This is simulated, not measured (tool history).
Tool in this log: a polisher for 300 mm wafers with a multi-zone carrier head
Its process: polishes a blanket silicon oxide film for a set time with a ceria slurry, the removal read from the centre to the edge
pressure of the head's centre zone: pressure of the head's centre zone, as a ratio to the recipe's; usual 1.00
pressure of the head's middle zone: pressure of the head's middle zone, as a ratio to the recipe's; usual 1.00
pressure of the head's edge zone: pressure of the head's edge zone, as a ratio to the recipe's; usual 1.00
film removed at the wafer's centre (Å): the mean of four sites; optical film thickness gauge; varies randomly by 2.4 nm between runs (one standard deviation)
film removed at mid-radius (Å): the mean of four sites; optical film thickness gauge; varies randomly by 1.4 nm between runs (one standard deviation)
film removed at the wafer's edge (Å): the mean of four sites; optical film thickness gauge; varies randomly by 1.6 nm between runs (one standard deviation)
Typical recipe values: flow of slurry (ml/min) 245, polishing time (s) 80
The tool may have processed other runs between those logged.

run	day	flow of slurry (ml/min)	pressure of the head's centre zone	pressure of the head's middle zone	pressure of the head's edge zone	polishing time (s)	wafers since the last listed run	wafers polished on this pad	hours since the slurry nozzle was cleaned	hours since the centre zone pressure was calibrated	hours since the edge zone pressure was calibrated	hours since the carrier head's membrane was replaced	incoming thickness of the incoming film, nm	film removed at the wafer's centre (Å)	film removed at mid-radius (Å)	film removed at the wafer's edge (Å)
1	0.000	245	1.00	1.00	1.00	80	0	3875	35.8	39.0	367.6	1665.2	1232.4	1707	1636	1633
# day 1.575: worn pad replaced by a new one, repeated, since the last time left the tool worse
2	2.900	245	1.00	1.00	1.00	80	897	435	105.4	108.6	437.2	1734.8	1263.8	1984	1914	1908
3	5.150	245	1.00	1.00	1.00	80	738	1174	159.4	162.6	491.2	1788.8	1247.7	1902	1910	1918
# day 5.704: carrier head's membrane replaced by a new one
4	7.008	245	1.00	1.00	1.08	80	541	1715	204.0	207.2	535.8	31.3	1215.7	1933	1889	1930
5	8.438	245	1.00	1.00	1.08	80	469	2185	238.3	241.5	570.1	65.6	1239.5	1905	1859	1905
6	10.004	275	1.00	1.00	1.00	80	514	2699	275.9	279.1	607.7	103.2	1249.2	1909	1859	1871
7	11.521	245	1.00	1.00	0.92	80	497	3197	312.3	315.5	644.1	139.6	1235.1	1870	1846	1728
# day 13.604: edge zone pressure recalibrated
8	13.958	245	1.00	1.00	1.00	80	772	3970	370.8	374.0	8.5	198.1	1247.4	1817	1804	1790
# day 14.133: worn pad replaced by a new one
9	15.808	190	1.00	1.00	1.00	67	552	549	415.2	418.4	52.9	242.5	1227.7	1564	1539	1525
10	18.125	215	0.95	1.08	0.91	80	760	1310	470.8	474.0	108.5	298.1	1227.4	1832	1952	1765
11	19.912	290	0.92	0.96	1.00	65	586	1897	513.7	516.9	151.4	341.0	1240.7	1490	1476	1520
12	21.517	245	1.00	1.00	1.00	80	526	2423	552.2	555.4	189.9	379.5	1238.9	1885	1860	1864
13	24.246	245	1.00	1.00	0.94	108	896	3319	617.7	620.9	255.4	445.0	1212.3	2536	2461	2381
# day 25.733: slurry nozzle cleaned
14	25.783	180	1.00	1.00	1.00	80	491	3810	1.2	657.8	292.3	481.9	1236.7	1748	1722	1754
# day 26.788: worn pad replaced by a new one
15	28.562	245	0.94	0.89	1.00	80	857	583	67.9	724.5	359.0	548.6	1233.2	1881	1745	1889
16	31.867	245	1.12	1.00	0.92	80	1084	1667	147.2	803.8	438.3	627.9	1248.2	2085	1881	1811
17	33.879	245	1.00	1.00	1.08	80	660	2328	195.5	852.1	486.6	676.2	1237.2	1931	1853	1939
18	35.292	245	1.00	1.00	1.00	80	463	2792	229.4	886.0	520.5	710.1	1221.7	1927	1856	1870
19	37.675	300	1.08	1.00	0.97	80	782	3575	286.6	943.2	577.7	767.3	1228.8	2060	1870	1861
20	39.417	245	1.00	1.00	1.00	80	571	4146	328.4	985.0	619.5	809.1	1230.6	1811	1813	1799
# day 39.783: worn pad replaced by a new one
21	41.112	245	1.00	0.94	0.94	80	502	436	369.1	1025.7	660.2	849.8	1244.7	1952	1815	1842

Some steps in film removed at the wafer's centre (Å), run to run, broken into two amounts with sign: the step expected even without the hidden condition (settings, incoming material, random variation), and the rest, left for the hidden condition together with whatever gauge scatter is not in both the measured and the hidden-condition-free result:
The hidden state here: removal rate lost through wear of the pad, %; slurry flow missing at the pad, %; deviation of the centre zone's pressure from its setpoint, %; deviation of the edge zone's pressure from its setpoint, %.
Run 1 -> 2: worn pad replaced by a new one, repeated, since the last time left the tool worse. film removed at the wafer's centre (Å) +277: hidden state +280, all else -3.
Run 12 -> 13: pressure of the head's edge zone 1.00 -> 0.94, polishing time (s) 80 -> 108. film removed at the wafer's centre (Å) +651: hidden state -67, all else +718.
Run 13 -> 14: flow of slurry (ml/min) 245 -> 180, pressure of the head's edge zone 0.94 -> 1.00, polishing time (s) 108 -> 80, slurry nozzle cleaned. film removed at the wafer's centre (Å) -788: hidden state +32, all else -820.
Run 14 -> 15: flow of slurry (ml/min) 180 -> 245, pressure of the head's centre zone 1.00 -> 0.94, pressure of the head's middle zone 1.00 -> 0.89, worn pad replaced by a new one. film removed at the wafer's centre (Å) +133: hidden state +105, all else +28.

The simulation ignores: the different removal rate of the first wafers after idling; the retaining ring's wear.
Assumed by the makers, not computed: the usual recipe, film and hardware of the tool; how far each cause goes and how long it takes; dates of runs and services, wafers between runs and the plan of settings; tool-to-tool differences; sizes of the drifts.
